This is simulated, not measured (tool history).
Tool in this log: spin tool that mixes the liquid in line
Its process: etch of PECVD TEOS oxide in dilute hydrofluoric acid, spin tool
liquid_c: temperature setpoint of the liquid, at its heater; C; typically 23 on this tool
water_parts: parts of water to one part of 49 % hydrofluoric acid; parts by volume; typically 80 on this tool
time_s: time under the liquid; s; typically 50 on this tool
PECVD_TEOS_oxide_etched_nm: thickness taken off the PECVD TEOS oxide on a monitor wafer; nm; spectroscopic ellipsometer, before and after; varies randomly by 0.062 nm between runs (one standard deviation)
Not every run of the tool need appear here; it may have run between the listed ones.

run    hour  liquid_c  water_parts  time_s  wafers since the last listed run  hours since the thermometer was replaced  hours since the hydrofluoric acid flow meter was replaced  hours since the gauge calibration  read-back film thickness of the PECVD TEOS oxide reference wafer, read on the same gauge (nm)  PECVD_TEOS_oxide_etched_nm
  1       0        23           80      50                                 0                                    1358.8                                                      760.9                              383.7                                                                                          70.05                        7.24
  2    26.4        23           80      50                               250                                    1385.2                                                      787.3                              410.1                                                                                          69.93                        7.26
  3    81.5        23           80      50                               522                                    1440.3                                                      842.4                              465.2                                                                                          70.05                        7.13
  4   112.2        23           95      50                               291                                      1471                                                      873.1                              495.9                                                                                          70.02                        5.99
  5   150.5        23           95      50                               363                                    1509.3                                                      911.4                              534.2                                                                                          70.03                        5.99
  6   203.3        23           95      50                               500                                    1562.1                                                      964.2                                587                                                                                          70.05                        5.93
  7   272.1        23           60      50                               652                                    1630.9                                                       1033                              655.8                                                                                          70.02                        9.94
  8   315.5      19.5           50      50                               411                                    1674.3                                                     1076.4                              699.2                                                                                          69.96                       10.31
      337.4  -- hydrofluoric acid flow meter replaced
  9   425.7        23           80      50                              1035                                    1784.5                                                       88.3                              809.4                                                                                          69.97                        7.21
 10   496.7      24.5          115      60                               673                                    1855.5                                                      159.3                              880.4                                                                                          69.98                        6.19
 11   551.5        23           80      50                               519                                    1910.3                                                      214.1                              935.2                                                                                          70.03                        7.29
      572.8  -- thermometer replaced
 12   596.8      19.5           80      50                               420                                        24                                                      259.4                              980.5                                                                                          69.98                        6.09
 13   648.1        23           80      50                               486                                      75.3                                                      310.7                             1031.8                                                                                          70.03                        7.09
 14   698.2      18.5           60      50                               475                                     125.4                                                      360.8                             1081.9                                                                                          70.01                        7.85
 15   759.5        23           80      65                               581                                     186.7                                                      422.1                             1143.2                                                                                          70.01                        9.08
 16   800.8        23           80      70                               391                                       228                                                      463.4                             1184.5                                                                                          70.01                        9.74
 17   862.2      21.5          105      25                               582                                     289.4                                                      524.8                             1245.9                                                                                          69.99                        2.44
 18   924.2        23           80      50                               587                                     351.4                                                      586.8                             1307.9                                                                                          69.97                        7.06
      975.3  -- gauge calibrated
 19     991      27.5          100      40                               633                                     418.2                                                      653.6                               15.7                                                                                          69.95                        5.22
 20  1049.3        21          120      50                               552                                     476.5                                                      711.9                                 74                                                                                          69.95                        4.18
 21  1082.6      21.5           95      80                               315                                     509.8                                                      745.2                              107.3                                                                                          69.96                        8.74
 22  1131.5        23           80      20                               463                                     558.7                                                      794.1                              156.2                                                                                          69.97                         2.8
 23  1168.3        23          100      50                               348                                     595.5                                                      830.9                                193                                                                                          69.98                         5.5
 24  1231.9        21           60      35                               603                                     659.1                                                      894.5                              256.6                                                                                          70.03                        6.23
 25  1262.9      25.5           80      50                               293                                     690.1                                                      925.5                              287.6                                                                                          69.95                         7.8
 26  1292.4        23           80      60                               279                                     719.6                                                        955                              317.1                                                                                          70.03                        8.47
 27  1360.5        18           80      20                               645                                     787.7                                                     1023.1                              385.2                                                                                          70.06                         2.3
 28  1396.7        20           65      50                               343                                     823.9                                                     1059.3                              421.4                                                                                          70.01                        7.75
 29  1422.1      25.5           80      65                               240                                     849.3                                                     1084.7                              446.8                                                                                          70.03                       10.02
 30  1474.1        19           65      35                               493                                     901.3                                                     1136.7                              498.8                                                                                          69.98                         5.3
 31  1540.5        23           80      50                               629                                     967.7                                                     1203.1                              565.2                                                                                          70.02                        7.08
 32  1572.4        28           80      60                               302                                     999.6                                                       1235                              597.1                                                                                          70.06                       10.44

Measured minus without-hidden-state, run by run (identical run-to-run variation in each term; gauge scatter may differ):
The tool's hidden condition here consists of: liquid hotter than its thermometer reads (K); hydrofluoric acid flow above the setpoint (%); gauge reads high (%).
run  PECVD_TEOS_oxide_etched_nm
  1                       +0.24
  2                       +0.24
  3                       +0.25
  4                       +0.21
  5                       +0.22
  6                       +0.22
  7                       +0.39
  8                       +0.43
  9                        +0.3
 10                       +0.25
 11                       +0.32
 12                       +0.03
 13                       +0.04
 14                       +0.05
 15                       +0.06
 16                       +0.08
 17                       +0.02
 18                       +0.07
 19                       +0.06
 20                       +0.05
 21                       +0.12
 22                       +0.05
 23                       +0.08
 24                       +0.11
 25                       +0.13
 26                       +0.15
 27                       +0.05
 28                       +0.16
 29                        +0.2
 30                       +0.12
 31                       +0.16
 32                       +0.23
